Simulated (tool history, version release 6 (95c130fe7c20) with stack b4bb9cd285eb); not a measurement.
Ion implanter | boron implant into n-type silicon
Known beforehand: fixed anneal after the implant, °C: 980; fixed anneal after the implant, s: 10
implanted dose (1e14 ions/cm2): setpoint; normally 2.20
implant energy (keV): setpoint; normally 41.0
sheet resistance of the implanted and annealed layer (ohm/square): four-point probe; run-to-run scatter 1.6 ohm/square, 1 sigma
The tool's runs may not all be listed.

run      day  implanted dose (1e14 ions/cm2)  implant energy (keV)  read-back reference wafer on the same gauge, sheet resistance  sheet resistance of the implanted and annealed layer (ohm/square)
  1    0.000                            1.73                  47.0                                                         492.96                                                             501.52
  2    5.862                            1.73                  47.0                                                         492.91                                                             502.26
  3    9.812                            2.20                  41.0                                                         492.99                                                             440.20
  4   11.812                            2.20                  41.0                                                         493.04                                                             436.90
  5   14.688                            1.90                  41.0                                                         492.54                                                             483.45
  6   17.896                            2.20                  41.0                                                         492.46                                                             439.88
  7   19.638                            2.20                  41.0                                                         492.71                                                             437.91
  8   22.075                            2.40                  41.0                                                         492.64                                                             413.50
      24.212  -- Faraday cup replaced and dose calibrated
  9   26.379                            2.40                  41.0                                                         493.02                                                             416.24
 10   28.404                            1.92                  35.0                                                         493.07                                                             491.89
 11   30.558                            2.20                  41.0                                                         493.11                                                             436.88
 12   32.638                            2.20                  41.0                                                         492.20                                                             440.99
 13   40.933                            2.20                  41.0                                                         493.11                                                             437.44
 14   42.900                            2.20                  47.0                                                         492.69                                                             432.06
 15   46.621                            2.20                  47.0                                                         492.97                                                             427.79
 16   50.508                            2.20                  47.0                                                         493.23                                                             429.89
      52.612  -- extraction supply calibrated
 17   54.917                            2.20                  41.0                                                         493.11                                                             440.39
 18   57.983                            2.20                  31.0                                                         493.35                                                             457.26
 19   60.729                            2.20                  34.0                                                         492.89                                                             448.24
 20   62.646                            2.40                  41.0                                                         493.50                                                             413.55
 21   64.871                            2.20                  41.0                                                         493.14                                                             441.59
 22   67.125                            2.20                  41.0                                                         493.12                                                             438.75
 23   69.408                            2.74                  51.0                                                         492.93                                                             368.88
 24   79.508                            1.77                  46.5                                                         492.78                                                             493.96
      86.675  -- gauge calibrated
 25   90.575                            2.72                  31.0                                                         492.74                                                             396.65
      92.929  -- Faraday cup replaced and dose calibrated
 26   92.996                            2.78                  29.0                                                         492.62                                                             390.88
 27   96.654                            2.41                  47.5                                                         492.20                                                             407.31
 28  100.846                            2.20                  41.0                                                         492.56                                                             441.65
 29  105.258                            2.63                  51.5                                                         493.05                                                             380.44
 30  109.429                            2.20                  41.0                                                         493.90                                                             436.60
 31  112.429                            2.43                  33.5                                                         492.88                                                             423.79
 32  114.200                            2.20                  41.0                                                         492.66                                                             438.19
 33  117.783                            2.51                  47.0                                                         493.17                                                             397.95
 34  120.746                            2.73                  46.5                                                         492.73                                                             376.59
 35  124.554                            2.74                  46.0                                                         492.87                                                             375.17
 36  126.317                            2.20                  41.0                                                         493.06                                                             439.30
 37  128.862                            1.59                  41.0                                                         493.36                                                             542.31
 38  132.917                            2.79                  33.5                                                         493.07                                                             384.68

Hidden state, per run?
deviation of the true dose from the Faraday cup's reading, %: 0 at every run
deviation of the true energy from its setpoint, %: 0 at every run
gauge reads high (%): 0 at every run
